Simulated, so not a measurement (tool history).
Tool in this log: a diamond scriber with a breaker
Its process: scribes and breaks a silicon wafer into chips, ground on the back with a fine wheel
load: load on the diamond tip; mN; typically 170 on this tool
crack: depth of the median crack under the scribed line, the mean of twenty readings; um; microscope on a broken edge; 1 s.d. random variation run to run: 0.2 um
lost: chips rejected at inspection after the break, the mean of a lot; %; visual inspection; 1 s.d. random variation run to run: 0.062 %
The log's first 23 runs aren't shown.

run	day	load	wafers since the last listed run	hours since the diamond tip was replaced	hours since the load on the tip was calibrated	incoming depth of the damage left on the back of the incoming wafer, um	crack	lost
24	85.917	199	143	373.2	402.4	1.93	14.72	1.68
25	87.688	125	153	415.7	444.9	2.38	10.80	25.96
26	91.921	199	367	517.3	546.5	1.65	14.23	1.60
27	94.454	120	219	578.1	607.3	1.73	10.26	34.02
28	96.567	133	183	628.8	658.0	2.96	10.92	27.94
29	99.058	153	216	688.6	717.8	1.92	11.70	17.10
# day 101.479: diamond tip replaced by a new one
# day 101.812: load on the tip recalibrated
30	102.412	195	276	22.4	14.4	2.45	15.91	4.33
31	106.529	119	357	121.2	113.2	1.67	11.33	18.33
32	110.938	136	382	227.0	219.0	2.77	12.19	11.73
33	113.450	146	218	287.3	279.3	2.59	12.45	8.92
34	115.217	170	153	329.7	321.7	1.67	13.57	2.67
35	117.946	128	236	395.2	387.2	2.34	11.49	20.17
36	121.396	170	299	478.0	470.0	2.33	13.48	4.65
37	124.488	211	268	552.2	544.2	2.01	14.90	1.82
38	128.362	219	336	645.2	637.2	1.92	15.02	1.97
# day 129.929: diamond tip replaced by a new one
39	132.662	127	365	65.6	740.4	2.61	11.34	21.07

Expected results for the next run?
40	135.742	170	267	139.5	814.3	2.03	?	?

{"run 40": {"crack": 13.17, "lost": 4.78}}
With the hidden condition absent and the run-to-run variation left alone, this run would have shown crack 14.42 um, lost 1.67 %.

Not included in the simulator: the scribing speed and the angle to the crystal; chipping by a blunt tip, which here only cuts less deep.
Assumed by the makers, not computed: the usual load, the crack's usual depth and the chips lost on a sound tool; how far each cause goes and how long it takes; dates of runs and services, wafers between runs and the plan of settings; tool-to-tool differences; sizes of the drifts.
